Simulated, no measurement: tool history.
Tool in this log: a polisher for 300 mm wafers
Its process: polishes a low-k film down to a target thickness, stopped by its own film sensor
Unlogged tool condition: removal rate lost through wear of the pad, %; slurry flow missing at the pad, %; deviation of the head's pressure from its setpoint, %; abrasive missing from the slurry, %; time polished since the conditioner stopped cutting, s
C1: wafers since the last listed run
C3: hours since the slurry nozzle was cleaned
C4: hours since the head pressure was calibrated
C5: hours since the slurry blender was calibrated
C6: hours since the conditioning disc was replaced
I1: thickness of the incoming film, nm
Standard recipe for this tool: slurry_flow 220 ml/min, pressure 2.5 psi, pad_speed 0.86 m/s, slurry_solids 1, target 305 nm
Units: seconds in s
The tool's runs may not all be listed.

run 1 day=0 | slurry_flow=220 pressure=2.5 pad_speed=0.64 slurry_solids=1 target=305 | C1=0 wafers_polished_on_this_pad=1233 C3=757.6 C4=286.4 C5=271.5 C6=414.4 | I1=341 | seconds=120.7
-- day=0.65 worn pad replaced by a new one
run 2 day=0.671 | slurry_flow=220 pressure=2.5 pad_speed=0.64 slurry_solids=1 target=305 | C1=131 wafers_polished_on_this_pad=5 C3=773.7 C4=302.5 C5=287.6 C6=430.5 | I1=345.5 | seconds=134.1
run 3 day=1.217 | slurry_flow=220 pressure=2.5 pad_speed=0.64 slurry_solids=1 target=305 | C1=142 wafers_polished_on_this_pad=147 C3=786.8 C4=315.6 C5=300.7 C6=443.6 | I1=344.3 | seconds=127.5
run 4 day=1.675 | slurry_flow=190 pressure=2.5 pad_speed=0.86 slurry_solids=1.2 target=305 | C1=119 wafers_polished_on_this_pad=267 C3=797.8 C4=326.6 C5=311.7 C6=454.6 | I1=340.6 | seconds=89.4
-- day=3.412 conditioning disc replaced and pad reconditioned
run 5 day=3.471 | slurry_flow=190 pressure=2.5 pad_speed=0.86 slurry_solids=1.2 target=305 | C1=446 wafers_polished_on_this_pad=714 C3=840.9 C4=369.7 C5=354.8 C6=1.4 | I1=343.5 | seconds=95.5
run 6 day=5.125 | slurry_flow=220 pressure=2.3 pad_speed=0.86 slurry_solids=1 target=305 | C1=431 wafers_polished_on_this_pad=1145 C3=880.6 C4=409.4 C5=394.5 C6=41.1 | I1=338.5 | seconds=95.7
-- day=5.35 slurry blender recalibrated
run 7 day=5.55 | slurry_flow=220 pressure=2.3 pad_speed=0.86 slurry_solids=1 target=305 | C1=89 wafers_polished_on_this_pad=1234 C3=890.8 C4=419.6 C5=4.8 C6=51.3 | I1=343.6 | seconds=110.8
-- day=5.883 head pressure recalibrated
-- day=5.896 worn pad replaced by a new one
-- day=6.004 slurry nozzle cleaned
run 8 day=6.188 | slurry_flow=220 pressure=2.5 pad_speed=0.86 slurry_solids=0.8 target=305 | C1=130 wafers_polished_on_this_pad=64 C3=4.4 C4=7.3 C5=20.1 C6=66.6 | I1=340.9 | seconds=113.5
run 9 day=6.867 | slurry_flow=260 pressure=2.8 pad_speed=0.86 slurry_solids=1 target=302 | C1=177 wafers_polished_on_this_pad=241 C3=20.7 C4=23.6 C5=36.4 C6=82.9 | I1=338.1 | seconds=94.2
run 10 day=7.371 | slurry_flow=190 pressure=1.9 pad_speed=0.86 slurry_solids=1 target=305 | C1=131 wafers_polished_on_this_pad=373 C3=32.8 C4=35.7 C5=48.5 C6=95 | I1=335 | seconds=115.3
run 11 day=7.958 | slurry_flow=195 pressure=2.8 pad_speed=0.86 slurry_solids=0.7 target=305 | C1=153 wafers_polished_on_this_pad=526 C3=46.9 C4=49.8 C5=62.6 C6=109.1 | I1=340.7 | seconds=108
run 12 day=8.246 | slurry_flow=220 pressure=2.5 pad_speed=0.86 slurry_solids=1 target=305 | C1=74 wafers_polished_on_this_pad=601 C3=53.8 C4=56.7 C5=69.5 C6=116 | I1=336.2 | seconds=89
-- day=8.529 head pressure recalibrated, repeated, since the last time left the tool worse
run 13 day=8.842 | slurry_flow=240 pressure=2.5 pad_speed=1.12 slurry_solids=1.2 target=305 | C1=133 wafers_polished_on_this_pad=735 C3=68.1 C4=7.5 C5=83.8 C6=130.3 | I1=340.1 | seconds=65.8
run 14 day=9.358 | slurry_flow=260 pressure=3.3 pad_speed=0.86 slurry_solids=0.8 target=302 | C1=134 wafers_polished_on_this_pad=870 C3=80.5 C4=19.9 C5=96.2 C6=142.7 | I1=342.6 | seconds=81.7
-- day=10.408 worn pad replaced by a new one
run 15 day=10.729 | slurry_flow=220 pressure=2.5 pad_speed=0.86 slurry_solids=1 target=305 | C1=314 wafers_polished_on_this_pad=84 C3=113.4 C4=52.8 C5=129.1 C6=175.6 | I1=340.1 | seconds=91
run 16 day=11.288 | slurry_flow=220 pressure=1.8 pad_speed=0.74 slurry_solids=1 target=302 | C1=145 wafers_polished_on_this_pad=229 C3=126.8 C4=66.2 C5=142.5 C6=189 | I1=339.1 | seconds=149.7

Each row is a separate what-if for the run after 16, all from the same tool condition, not one after another. Results?
run A day=11.308 | slurry_flow=220 pressure=2.5 pad_speed=0.86 slurry_solids=0.75 target=305 | C1=5 wafers_polished_on_this_pad=235 C3=127.3 C4=66.7 C5=143 C6=189.5 | I1=344 | seconds=?
run B day=11.308 | slurry_flow=220 pressure=2.5 pad_speed=0.86 slurry_solids=1.25 target=298 | C1=5 wafers_polished_on_this_pad=235 C3=127.3 C4=66.7 C5=143 C6=189.5 | I1=344 | seconds=?
run C day=11.308 | slurry_flow=245 pressure=2.5 pad_speed=0.86 slurry_solids=1 target=312 | C1=5 wafers_polished_on_this_pad=235 C3=127.3 C4=66.7 C5=143 C6=189.5 | I1=344 | seconds=?
run D day=11.308 | slurry_flow=220 pressure=2.5 pad_speed=0.86 slurry_solids=1.1 target=305 | C1=5 wafers_polished_on_this_pad=235 C3=127.3 C4=66.7 C5=143 C6=189.5 | I1=344 | seconds=?

run=A seconds=113.3
run=B seconds=106.9
run=C seconds=80.6
run=D seconds=95.3
With the hidden condition removed and each run's random variation left untouched, the same runs would have given:
run=A seconds=108.9
run=B seconds=102.8
run=C seconds=77.5
run=D seconds=91.7

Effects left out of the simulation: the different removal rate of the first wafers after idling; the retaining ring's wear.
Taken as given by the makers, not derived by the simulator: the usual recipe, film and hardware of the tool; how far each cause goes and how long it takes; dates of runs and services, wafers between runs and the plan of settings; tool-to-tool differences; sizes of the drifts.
